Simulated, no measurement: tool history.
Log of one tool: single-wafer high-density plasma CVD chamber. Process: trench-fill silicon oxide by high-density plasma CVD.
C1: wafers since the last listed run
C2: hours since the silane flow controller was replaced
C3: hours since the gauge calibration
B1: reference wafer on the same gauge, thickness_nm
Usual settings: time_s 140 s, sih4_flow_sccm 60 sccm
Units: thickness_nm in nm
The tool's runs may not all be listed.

run 1 hour=0 | time_s=140 sih4_flow_sccm=60 | C1=0 C2=3613.2 C3=499.5 | B1=885.948 | thickness_nm=760.038
run 2 hour=46.5 | time_s=140 sih4_flow_sccm=60 | C1=449 C2=3659.7 C3=546 | B1=885.24 | thickness_nm=756.053
run 3 hour=99 | time_s=140 sih4_flow_sccm=60 | C1=507 C2=3712.2 C3=598.5 | B1=886.12 | thickness_nm=758.662
run 4 hour=149.3 | time_s=146 sih4_flow_sccm=60 | C1=485 C2=3762.5 C3=648.8 | B1=885.918 | thickness_nm=789.012
run 5 hour=203.3 | time_s=146 sih4_flow_sccm=60 | C1=521 C2=3816.5 C3=702.8 | B1=885.781 | thickness_nm=788.637
run 6 hour=262.7 | time_s=146 sih4_flow_sccm=60 | C1=573 C2=3875.9 C3=762.2 | B1=885.904 | thickness_nm=790.881
run 7 hour=328.4 | time_s=156 sih4_flow_sccm=60 | C1=634 C2=3941.6 C3=827.9 | B1=884.68 | thickness_nm=844.211
run 8 hour=373.8 | time_s=156 sih4_flow_sccm=60 | C1=438 C2=3987 C3=873.3 | B1=885.108 | thickness_nm=845.043
-- hour=397.4 silane flow controller replaced
run 9 hour=398 | time_s=128 sih4_flow_sccm=60 | C1=156 C2=0.6 C3=897.5 | B1=886.261 | thickness_nm=722.158
run 10 hour=447.7 | time_s=128 sih4_flow_sccm=60 | C1=480 C2=50.3 C3=947.2 | B1=886.231 | thickness_nm=724.467
-- hour=476.1 gauge calibrated
run 11 hour=517.3 | time_s=140 sih4_flow_sccm=60 | C1=672 C2=119.9 C3=41.2 | B1=886.491 | thickness_nm=786.51
run 12 hour=544.1 | time_s=140 sih4_flow_sccm=60 | C1=258 C2=146.7 C3=68 | B1=886.919 | thickness_nm=788.226
run 13 hour=601.1 | time_s=140 sih4_flow_sccm=60 | C1=550 C2=203.7 C3=125 | B1=885.942 | thickness_nm=785.721
run 14 hour=645 | time_s=122 sih4_flow_sccm=71 | C1=424 C2=247.6 C3=168.9 | B1=885.586 | thickness_nm=781.052
run 15 hour=699.8 | time_s=167 sih4_flow_sccm=67 | C1=529 C2=302.4 C3=223.7 | B1=885.949 | thickness_nm=1021.032
run 16 hour=754.5 | time_s=146 sih4_flow_sccm=60 | C1=528 C2=357.1 C3=278.4 | B1=886.725 | thickness_nm=816.7
run 17 hour=806.4 | time_s=140 sih4_flow_sccm=60 | C1=501 C2=409 C3=330.3 | B1=886.251 | thickness_nm=780.58
run 18 hour=843.5 | time_s=127 sih4_flow_sccm=70 | C1=358 C2=446.1 C3=367.4 | B1=887.089 | thickness_nm=803.584
run 19 hour=871 | time_s=140 sih4_flow_sccm=51 | C1=265 C2=473.6 C3=394.9 | B1=886.024 | thickness_nm=692.464
run 20 hour=903.6 | time_s=146 sih4_flow_sccm=60 | C1=314 C2=506.2 C3=427.5 | B1=886.086 | thickness_nm=815.44
run 21 hour=974.9 | time_s=151 sih4_flow_sccm=66 | C1=688 C2=577.5 C3=498.8 | B1=886.498 | thickness_nm=903.212
run 22 hour=1040.2 | time_s=126 sih4_flow_sccm=51 | C1=630 C2=642.8 C3=564.1 | B1=885.639 | thickness_nm=617.437
run 23 hour=1069.1 | time_s=120 sih4_flow_sccm=52 | C1=279 C2=671.7 C3=593 | B1=886.003 | thickness_nm=596.278
run 24 hour=1128.1 | time_s=153 sih4_flow_sccm=60 | C1=569 C2=730.7 C3=652 | B1=885.964 | thickness_nm=848.308
run 25 hour=1155 | time_s=140 sih4_flow_sccm=60 | C1=259 C2=757.6 C3=678.9 | B1=885.355 | thickness_nm=772.393
run 26 hour=1189.6 | time_s=153 sih4_flow_sccm=60 | C1=334 C2=792.2 C3=713.5 | B1=886.103 | thickness_nm=845.954

Forecast each of these 5 alternatives for the next run:
run A hour=1190 | time_s=140 sih4_flow_sccm=60 | C1=3 C2=792.6 C3=713.9 | B1=? | thickness_nm=?
run B hour=1190 | time_s=155 sih4_flow_sccm=64 | C1=3 C2=792.6 C3=713.9 | B1=? | thickness_nm=?
run C hour=1190 | time_s=140 sih4_flow_sccm=50 | C1=3 C2=792.6 C3=713.9 | B1=? | thickness_nm=?
run D hour=1190 | time_s=164 sih4_flow_sccm=55 | C1=3 C2=792.6 C3=713.9 | B1=? | thickness_nm=?
run E hour=1190 | time_s=158 sih4_flow_sccm=64 | C1=3 C2=792.6 C3=713.9 | B1=? | thickness_nm=?

run=A B1=886.012 thickness_nm=772.278
run=B B1=886.012 thickness_nm=900.038
run=C B1=886.012 thickness_nm=670.627
run=D B1=886.012 thickness_nm=845.13
run=E B1=886.012 thickness_nm=917.459
Without the tool's hidden state the same runs would have given:
run=A thickness_nm=792.091
run=B thickness_nm=923.129
run=C thickness_nm=687.833
run=D thickness_nm=866.812
run=E thickness_nm=940.996
